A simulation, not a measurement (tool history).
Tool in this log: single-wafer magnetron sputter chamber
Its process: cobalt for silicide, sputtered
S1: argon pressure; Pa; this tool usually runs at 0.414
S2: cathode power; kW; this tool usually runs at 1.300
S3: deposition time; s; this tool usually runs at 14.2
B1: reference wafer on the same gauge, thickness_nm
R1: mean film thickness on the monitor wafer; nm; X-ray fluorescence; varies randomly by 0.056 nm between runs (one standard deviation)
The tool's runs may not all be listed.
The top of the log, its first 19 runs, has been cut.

{"run": 20, "hour": 911.8, "S1": 0.55, "S2": 1.45, "S3": 11.4, "B1": 9.131, "R1": 8.404}
{"run": 21, "hour": 946.1, "S1": 0.414, "S2": 1.3, "S3": 14.2, "B1": 9.112, "R1": 9.725}
{"run": 22, "hour": 998.2, "S1": 0.47, "S2": 1.15, "S3": 11.5, "B1": 9.115, "R1": 6.853}
{"run": 23, "hour": 1057.1, "S1": 0.414, "S2": 1.3, "S3": 14.2, "B1": 9.116, "R1": 9.612}
{"run": 24, "hour": 1092.1, "S1": 0.311, "S2": 1.3, "S3": 13.1, "B1": 9.11, "R1": 9.042}
{"hour": 1104.7, "done": "magnet pack replaced"}
{"hour": 1111.0, "done": "sputter target and shields replaced"}
{"run": 25, "hour": 1125.6, "S1": 0.577, "S2": 1.15, "S3": 12.8, "B1": 9.128, "R1": 7.521}
{"run": 26, "hour": 1197.1, "S1": 0.414, "S2": 1.15, "S3": 15.8, "B1": 9.12, "R1": 9.707}
{"run": 27, "hour": 1262.2, "S1": 0.34, "S2": 1.3, "S3": 12.0, "B1": 9.12, "R1": 8.47}
{"run": 28, "hour": 1288.0, "S1": 0.498, "S2": 1.3, "S3": 14.2, "B1": 9.13, "R1": 9.487}
{"run": 29, "hour": 1355.0, "S1": 0.414, "S2": 1.0, "S3": 14.2, "B1": 9.118, "R1": 7.352}
{"hour": 1377.6, "done": "sputter target and shields replaced"}
{"run": 30, "hour": 1420.5, "S1": 0.414, "S2": 1.3, "S3": 14.2, "B1": 9.112, "R1": 9.97}
{"run": 31, "hour": 1474.2, "S1": 0.53, "S2": 1.3, "S3": 12.9, "B1": 9.121, "R1": 8.581}
{"run": 32, "hour": 1545.5, "S1": 0.498, "S2": 1.3, "S3": 14.2, "B1": 9.126, "R1": 9.577}

Here are 3 independent what-if runs from the current tool condition. What would each one return?
{"run": "A", "hour": 1545.9, "S1": 0.414, "S2": 1.3, "S3": 14.2, "B1": "?", "R1": "?"}
{"run": "B", "hour": 1545.9, "S1": 0.414, "S2": 1.1, "S3": 14.2, "B1": "?", "R1": "?"}
{"run": "C", "hour": 1545.9, "S1": 0.472, "S2": 1.4, "S3": 12.4, "B1": "?", "R1": "?"}

run=A B1=9.112 R1=9.769
run=B B1=9.112 R1=8.266
run=C B1=9.112 R1=8.994
Had the tool no hidden state, the same runs would have come out as:
run=A R1=9.951
run=B R1=8.420
run=C R1=9.161
